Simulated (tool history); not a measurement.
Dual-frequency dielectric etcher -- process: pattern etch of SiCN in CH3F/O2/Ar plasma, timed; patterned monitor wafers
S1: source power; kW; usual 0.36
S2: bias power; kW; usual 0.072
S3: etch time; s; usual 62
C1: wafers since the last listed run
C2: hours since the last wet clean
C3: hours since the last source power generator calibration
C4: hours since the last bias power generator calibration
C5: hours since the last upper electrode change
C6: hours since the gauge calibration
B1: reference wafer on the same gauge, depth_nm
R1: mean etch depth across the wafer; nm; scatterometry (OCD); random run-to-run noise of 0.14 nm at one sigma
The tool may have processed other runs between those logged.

| run | day | S1 | S2 | S3 | C1 | C2 | C3 | C4 | C5 | C6 | B1 | R1 |
|---|---|---|---|---|---|---|---|---|---|---|---|---|
| 1 | 0 | 0.36 | 0.072 | 51 | 0 | 270.7 | 2494.8 | 3239 | 4861 | 132.7 | 24.78 | 18.83 |
| 2 | 0.296 | 0.36 | 0.059 | 76 | 71 | 277.8 | 2501.9 | 3246.1 | 4868.1 | 139.8 | 24.78 | 26.69 |
| 3 | 0.742 | 0.36 | 0.059 | 76 | 107 | 288.5 | 2512.6 | 3256.8 | 4878.8 | 150.5 | 24.77 | 26.68 |
|  | 1.992 | upper electrode replaced |
| 4 | 2.012 | 0.36 | 0.072 | 69 | 65 | 319 | 2543.1 | 3287.3 | 0.5 | 181 | 24.82 | 25.05 |
| 5 | 2.025 | 0.33 | 0.072 | 62 | 3 | 319.3 | 2543.4 | 3287.6 | 0.8 | 181.3 | 24.74 | 21.92 |
| 6 | 2.038 | 0.33 | 0.072 | 62 | 3 | 319.6 | 2543.7 | 3287.9 | 1.1 | 181.6 | 24.8 | 21.67 |
| 7 | 2.229 | 0.36 | 0.08 | 62 | 46 | 324.2 | 2548.3 | 3292.5 | 5.7 | 186.2 | 24.77 | 23.13 |
| 8 | 2.904 | 0.36 | 0.072 | 62 | 162 | 340.4 | 2564.5 | 3308.7 | 21.9 | 202.4 | 24.77 | 22.62 |
| 9 | 3.188 | 0.33 | 0.072 | 62 | 68 | 347.2 | 2571.3 | 3315.5 | 28.7 | 209.2 | 24.81 | 21.88 |
|  | 4.6 | wet clean of the chamber |
| 10 | 4.621 | 0.36 | 0.072 | 77 | 104 | 0.5 | 2605.7 | 3349.9 | 63.1 | 243.6 | 24.82 | 27.74 |
| 11 | 4.633 | 0.4 | 0.085 | 54 | 3 | 0.8 | 2606 | 3350.2 | 63.4 | 243.9 | 24.83 | 21.46 |
| 12 | 4.646 | 0.36 | 0.061 | 62 | 3 | 1.1 | 2606.3 | 3350.5 | 63.7 | 244.2 | 24.82 | 21.75 |
| 13 | 5.008 | 0.31 | 0.084 | 55 | 87 | 9.8 | 2615 | 3359.2 | 72.4 | 252.9 | 24.88 | 19.3 |
|  | 5.725 | bias power generator calibrated |
| 14 | 6.512 | 0.36 | 0.072 | 62 | 321 | 45.9 | 2651.1 | 18.9 | 108.5 | 289 | 24.76 | 22.46 |
| 15 | 7.138 | 0.36 | 0.079 | 54.5 | 150 | 60.9 | 2666.1 | 33.9 | 123.5 | 304 | 24.78 | 20.21 |
|  | 7.504 | source power generator calibrated |
| 16 | 7.617 | 0.41 | 0.06 | 44 | 75 | 72.4 | 2.7 | 45.4 | 135 | 315.5 | 24.83 | 16.25 |
| 17 | 8.188 | 0.36 | 0.072 | 45 | 137 | 86.1 | 16.4 | 59.1 | 148.7 | 329.2 | 24.7 | 16.18 |
|  | 8.308 | gauge calibrated |
| 18 | 8.7 | 0.36 | 0.067 | 62 | 123 | 98.4 | 28.7 | 71.4 | 161 | 9.4 | 24.84 | 22.01 |
| 19 | 9.429 | 0.36 | 0.072 | 62 | 175 | 115.9 | 46.2 | 88.9 | 178.5 | 26.9 | 24.85 | 22.75 |
| 20 | 10.033 | 0.4 | 0.072 | 48.5 | 145 | 130.4 | 60.7 | 103.4 | 193 | 41.4 | 24.79 | 18.67 |
| 21 | 10.354 | 0.43 | 0.06 | 54 | 77 | 138.1 | 68.4 | 111.1 | 200.7 | 49.1 | 24.85 | 20.34 |
| 22 | 10.696 | 0.33 | 0.072 | 62 | 82 | 146.3 | 76.6 | 119.3 | 208.9 | 57.3 | 24.79 | 21.88 |
| 23 | 11.312 | 0.43 | 0.082 | 62 | 148 | 161.1 | 91.4 | 134.1 | 223.7 | 72.1 | 24.78 | 25.13 |
| 24 | 11.8 | 0.36 | 0.056 | 62 | 117 | 172.8 | 103.1 | 145.8 | 235.4 | 83.8 | 24.84 | 21.47 |
| 25 | 12.354 | 0.36 | 0.072 | 48.5 | 133 | 186.1 | 116.4 | 159.1 | 248.7 | 97.1 | 24.85 | 17.88 |
| 26 | 13.038 | 0.43 | 0.066 | 62 | 164 | 202.5 | 132.8 | 175.5 | 265.1 | 113.5 | 24.84 | 23.89 |
| 27 | 13.45 | 0.36 | 0.072 | 62 | 99 | 212.4 | 142.7 | 185.4 | 275 | 123.4 | 24.75 | 22.6 |
| 28 | 14.192 | 0.43 | 0.066 | 62 | 178 | 230.2 | 160.5 | 203.2 | 292.8 | 141.2 | 24.77 | 23.98 |
| 29 | 14.608 | 0.39 | 0.072 | 70.5 | 100 | 240.2 | 170.5 | 213.2 | 302.8 | 151.2 | 24.73 | 26.41 |
| 30 | 14.929 | 0.43 | 0.062 | 72 | 77 | 247.9 | 178.2 | 220.9 | 310.5 | 158.9 | 24.85 | 27.41 |

Hidden state at the last listed run before each entry between runs and at the first one after, where it differs:
Logged between run 3 and run 4: upper electrode replaced (day 1.992)
  no difference in the tool's unlogged condition between these two runs
Logged between run 9 and run 10: wet clean of the chamber (day 4.6)
  no difference in the tool's unlogged condition between these two runs
Logged between run 13 and run 14: bias power generator calibrated (day 5.725)
  no difference in the tool's unlogged condition between these two runs
Logged between run 15 and run 16: source power generator calibrated (day 7.504)
  no difference in the tool's unlogged condition between these two runs
Logged between run 17 and run 18: gauge calibrated (day 8.308)
  no difference in the tool's unlogged condition between these two runs
